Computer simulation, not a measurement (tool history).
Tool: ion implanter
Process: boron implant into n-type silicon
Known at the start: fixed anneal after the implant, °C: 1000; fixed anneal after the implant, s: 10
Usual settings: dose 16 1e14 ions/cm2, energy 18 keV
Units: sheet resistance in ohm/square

run,hour,dose,energy,wafers since the last listed run,hours since the last dose calibration,hours since the extraction supply was calibrated,hours since the gauge calibration,"read-back reference wafer on the same gauge, sheet resistance",sheet resistance
1,0,16,18,0,2686.1,5975.2,58.4,98.76,92.27
2,7.3,18.09,18,230,2693.4,5982.5,65.7,98.69,86.7
3,16.2,18.09,18,281,2702.3,5991.4,74.6,98.65,86.8
4,22.9,18.02,18,211,2709,5998.1,81.3,98.67,86.89
5,39,18.02,18,508,2725.1,6014.2,97.4,98.58,86.95
6,51.2,18.02,18,385,2737.3,6026.4,109.6,98.51,86.82
7,58.9,16,18,243,2745,6034.1,117.3,98.49,92.21
# hour 75.2: extraction supply calibrated
8,75.8,16,18,281,2761.9,0.6,134.2,98.36,91.9
# hour 84.9: Faraday cup replaced and dose calibrated
9,87.6,16,18,120,2.7,12.4,146,98.3,91.83
10,104.4,18.07,20,530,19.5,29.2,162.8,98.19,83.87
11,112.9,18.74,18,268,28,37.7,171.3,98.14,84.96
12,123.2,16,15,325,38.3,48,181.6,98.07,96.91
13,130,19.35,20.5,214,45.1,54.8,188.4,97.98,80.53
# hour 138.7: gauge calibrated
14,142.7,16,18,401,57.8,67.5,4,98.78,92.56
15,152.1,13.22,18,297,67.2,76.9,13.4,98.79,103.19
16,167.6,12.99,18,489,82.7,92.4,28.9,98.74,104.3
17,183.7,20.6,12.5,508,98.8,108.5,45,98.73,95.55
18,197.6,16,18,439,112.7,122.4,58.9,98.69,92.15

Forecast each of these 5 alternatives for the next run:
A,198,11.34,18,12,113.1,122.8,59.3,?,?
B,198,13.71,21.5,12,113.1,122.8,59.3,?,?
C,198,17.41,22,12,113.1,122.8,59.3,?,?
D,198,19.39,15,12,113.1,122.8,59.3,?,?
E,198,12.12,13.5,12,113.1,122.8,59.3,?,?

run,"read-back reference wafer on the same gauge, sheet resistance",sheet resistance
A,98.68,114.22
B,98.68,97.52
C,98.68,83.95
D,98.68,89.62
E,98.68,115.9
Without the tool's hidden state the same runs would have given:
run,sheet resistance
A,114.35
B,97.63
C,84.04
D,89.72
E,116.02

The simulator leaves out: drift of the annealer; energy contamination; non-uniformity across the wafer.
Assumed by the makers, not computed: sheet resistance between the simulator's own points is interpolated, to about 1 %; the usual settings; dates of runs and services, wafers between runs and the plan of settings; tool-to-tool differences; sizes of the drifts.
